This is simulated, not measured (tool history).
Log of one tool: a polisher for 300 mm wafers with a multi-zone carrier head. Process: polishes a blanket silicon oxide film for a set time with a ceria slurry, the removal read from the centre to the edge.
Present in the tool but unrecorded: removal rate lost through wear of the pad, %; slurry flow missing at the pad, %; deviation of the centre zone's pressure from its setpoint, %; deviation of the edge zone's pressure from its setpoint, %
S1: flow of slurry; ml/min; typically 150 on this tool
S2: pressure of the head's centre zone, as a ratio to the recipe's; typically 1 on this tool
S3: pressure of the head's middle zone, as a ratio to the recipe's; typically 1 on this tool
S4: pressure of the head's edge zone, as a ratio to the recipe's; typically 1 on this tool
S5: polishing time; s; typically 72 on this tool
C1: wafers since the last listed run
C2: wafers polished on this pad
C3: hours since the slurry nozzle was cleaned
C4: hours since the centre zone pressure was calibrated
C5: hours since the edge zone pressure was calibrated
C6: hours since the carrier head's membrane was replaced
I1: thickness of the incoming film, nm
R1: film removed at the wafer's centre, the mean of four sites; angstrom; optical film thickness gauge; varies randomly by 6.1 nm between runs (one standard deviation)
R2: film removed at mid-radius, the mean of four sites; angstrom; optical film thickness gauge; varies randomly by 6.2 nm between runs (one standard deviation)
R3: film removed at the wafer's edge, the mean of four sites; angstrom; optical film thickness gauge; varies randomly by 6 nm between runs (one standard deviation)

Run 1, hour 0: usual settings; C1 0; C2 1160; C3 70.5; C4 334; C5 215.4; C6 834.4; I1 1178.1. Result: R1 4675 angstrom, R2 4606 angstrom, R3 4730 angstrom.
Run 2, hour 101.7: usual settings; C1 841; C2 2001; C3 172.2; C4 435.7; C5 317.1; C6 936.1; I1 1173.4. Result: R1 4442 angstrom, R2 4453 angstrom, R3 4580 angstrom.
Run 3, hour 198.2: usual settings; C1 798; C2 2800; C3 268.7; C4 532.2; C5 413.6; C6 1032.6; I1 1162.3. Result: R1 4238 angstrom, R2 4244 angstrom, R3 4474 angstrom.
At hour 205.3: carrier head's membrane replaced by a new one.
At hour 284.8: worn pad replaced by a new one.
Run 4, hour 304.6: usual settings; C1 805; C2 163; C3 375.1; C4 638.6; C5 520; C6 99.3; I1 1178.7. Result: R1 4625 angstrom, R2 4834 angstrom, R3 5017 angstrom.
Run 5, hour 393.5: usual settings; C1 735; C2 899; C3 464; C4 727.5; C5 608.9; C6 188.2; I1 1155. Result: R1 4518 angstrom, R2 4641 angstrom, R3 4803 angstrom.
At hour 408.1: slurry nozzle cleaned.
Run 6, hour 474.5: usual settings but S5 63 s; C1 661; C2 1561; C3 66.4; C4 808.5; C5 689.9; C6 269.2; I1 1153.9. Result: R1 3823 angstrom, R2 3898 angstrom, R3 4088 angstrom.
Run 7, hour 533.1: usual settings but S5 63 s; C1 484; C2 2046; C3 125; C4 867.1; C5 748.5; C6 327.8; I1 1165.7. Result: R1 3748 angstrom, R2 3904 angstrom, R3 4050 angstrom.
Run 8, hour 586: usual settings but S1 135 ml/min; C1 437; C2 2483; C3 177.9; C4 920; C5 801.4; C6 380.7; I1 1150.8. Result: R1 4095 angstrom, R2 4448 angstrom, R3 4541 angstrom.
At hour 706.9: worn pad replaced by a new one.
At hour 734.7: centre zone pressure recalibrated.
At hour 843.3: edge zone pressure recalibrated.
At hour 865.7: slurry nozzle cleaned.
Run 9, hour 883.7: usual settings but S1 135 ml/min; C1 2388; C2 1421; C3 18; C4 149; C5 40.4; C6 678.4; I1 1178.3. Result: R1 4561 angstrom, R2 4481 angstrom, R3 4656 angstrom.
Run 10, hour 955.8: usual settings but S4 1.12; C1 596; C2 2017; C3 90.1; C4 221.1; C5 112.5; C6 750.5; I1 1177.6. Result: R1 4495 angstrom, R2 4459 angstrom, R3 4875 angstrom.
Run 11, hour 1031.3: usual settings but S2 1.08, S3 0.95; C1 624; C2 2642; C3 165.6; C4 296.6; C5 188; C6 826; I1 1172.9. Result: R1 4741 angstrom, R2 4120 angstrom, R3 4500 angstrom.
Run 12, hour 1087.6: usual settings; C1 465; C2 3108; C3 221.9; C4 352.9; C5 244.3; C6 882.3; I1 1166.3. Result: R1 4306 angstrom, R2 4263 angstrom, R3 4367 angstrom.
At hour 1097.3: worn pad replaced by a new one.
Run 13, hour 1155.9: usual settings but S1 130 ml/min, S2 1.05; C1 532; C2 485; C3 290.2; C4 421.2; C5 312.6; C6 950.6; I1 1142. Result: R1 4897 angstrom, R2 4724 angstrom, R3 4834 angstrom.
At hour 1169.1: carrier head's membrane replaced by a new one.
Run 14, hour 1205.3: usual settings but S1 100 ml/min, S5 93 s; C1 367; C2 852; C3 339.6; C4 470.6; C5 362; C6 36.2; I1 1142.3. Result: R1 5428 angstrom, R2 5611 angstrom, R3 5807 angstrom.
Run 15, hour 1253.4: usual settings but S2 1.11, S3 1.06; C1 397; C2 1250; C3 387.7; C4 518.7; C5 410.1; C6 84.3; I1 1162.7. Result: R1 5013 angstrom, R2 4742 angstrom, R3 4839 angstrom.
Run 16, hour 1310.3: usual settings but S1 120 ml/min, S2 0.94, S3 0.93, S5 48 s; C1 470; C2 1721; C3 444.6; C4 575.6; C5 467; C6 141.2; I1 1139.7. Result: R1 2666 angstrom, R2 2694 angstrom, R3 2985 angstrom.
Run 17, hour 1368.1: usual settings but S2 0.89, S3 0.89, S4 1.04, S5 85 s; C1 478; C2 2199; C3 502.4; C4 633.4; C5 524.8; C6 199; I1 1180.6. Result: R1 4564 angstrom, R2 4606 angstrom, R3 5473 angstrom.
At hour 1440.1: slurry nozzle cleaned.
At hour 1449.5: worn pad replaced by a new one.
Run 18, hour 1519.8: usual settings but S2 1.08; C1 1213; C2 581; C3 79.7; C4 785.1; C5 676.5; C6 350.7; I1 1170.9. Result: R1 4838 angstrom, R2 4811 angstrom, R3 4919 angstrom.
Run 19, hour 1600.4: usual settings but S3 0.94, S5 64 s; C1 666; C2 1248; C3 160.3; C4 865.7; C5 757.1; C6 431.3; I1 1166.6. Result: R1 3880 angstrom, R2 3895 angstrom, R3 4270 angstrom.

Run 20, settings as shown, results not yet in. Your forecast:
Run 20, hour 1651.2: usual settings; C1 420; C2 1668; C3 211.1; C4 916.5; C5 807.9; C6 482.1; I1 1163.3. Result: R1 ?, R2 ?, R3 ?.

Run 20 yielded R1 4397 angstrom, R2 4619 angstrom, R3 4719 angstrom.
Were there no unlogged condition in the tool, this run, its random variation unchanged, would have produced R1 5185 angstrom, R2 4935 angstrom, R3 5043 angstrom.
